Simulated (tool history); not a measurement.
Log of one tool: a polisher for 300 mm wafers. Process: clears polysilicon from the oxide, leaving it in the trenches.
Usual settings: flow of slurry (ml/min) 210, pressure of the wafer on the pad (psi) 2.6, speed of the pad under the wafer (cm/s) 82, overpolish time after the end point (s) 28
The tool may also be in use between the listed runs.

run	hour	flow of slurry (ml/min)	pressure of the wafer on the pad (psi)	speed of the pad under the wafer (cm/s)	overpolish time after the end point (s)	incoming thickness of the incoming film, nm	time until the end point was called (s)
1	0	210	2.6	82	28	740.5	76.3
2	38.7	210	2.6	82	28	735.3	75.1
3	78.5	210	2.6	82	28	738.3	76.1
4	129	210	2.6	88	28	738.5	72.5
5	190.8	210	2.6	88	28	738.2	72.3
# hour 224.7: worn pad replaced by a new one
6	244.8	210	2.6	88	28	736.6	71.7
7	271.5	210	2.6	82	18	731.6	78.5
# hour 310.2: slurry nozzle cleaned
8	323.3	210	2.6	82	18	754.3	76.9
9	353.9	210	2.6	82	28	741.9	76.6
# hour 382.7: head pressure recalibrated
10	424.5	210	2.6	82	28	744.5	83.1
# hour 444.6: worn pad replaced by a new one
11	457.4	210	2.6	82	28	748.7	82.3
12	512.9	245	2.9	72	28	733.8	81
13	555.3	275	2.6	108	33	747.9	60.4
14	604.1	210	2.6	82	28	734.2	79.9
15	632.5	165	3.3	70	33	745.2	80.4
# hour 677.5: worn pad replaced by a new one
16	682.5	270	2.6	94	28	750.4	70.3
# hour 687.4: slurry nozzle cleaned
17	735.5	240	1.8	64	42	738.8	137.5
18	778.9	210	2.6	82	28	731.1	75.7
19	808	210	2.6	82	28	733	76.3
20	838.3	210	2.6	66	13	743.2	96.1
# hour 895.6: worn pad replaced by a new one
21	897.7	210	2.6	82	28	745.2	77.4
22	921.7	245	2.3	82	19	746.8	88.2

The same runs without the tool's hidden state, with the same run-to-run variation:
The hidden state here: removal rate lost through wear of the pad, %; slurry flow missing at the pad, %; deviation of the head's pressure from its setpoint, %.
run	time until the end point was called (s)
1	83.5
2	82.1
3	82.9
4	78.6
5	77.8
6	76.5
7	83.4
8	85.8
9	85.1
10	84.1
11	83.9
12	83.5
13	62.7
14	82.3
15	81.5
16	73
17	150.5
18	82.7
19	83.2
20	104.7
21	83.9
22	95.8
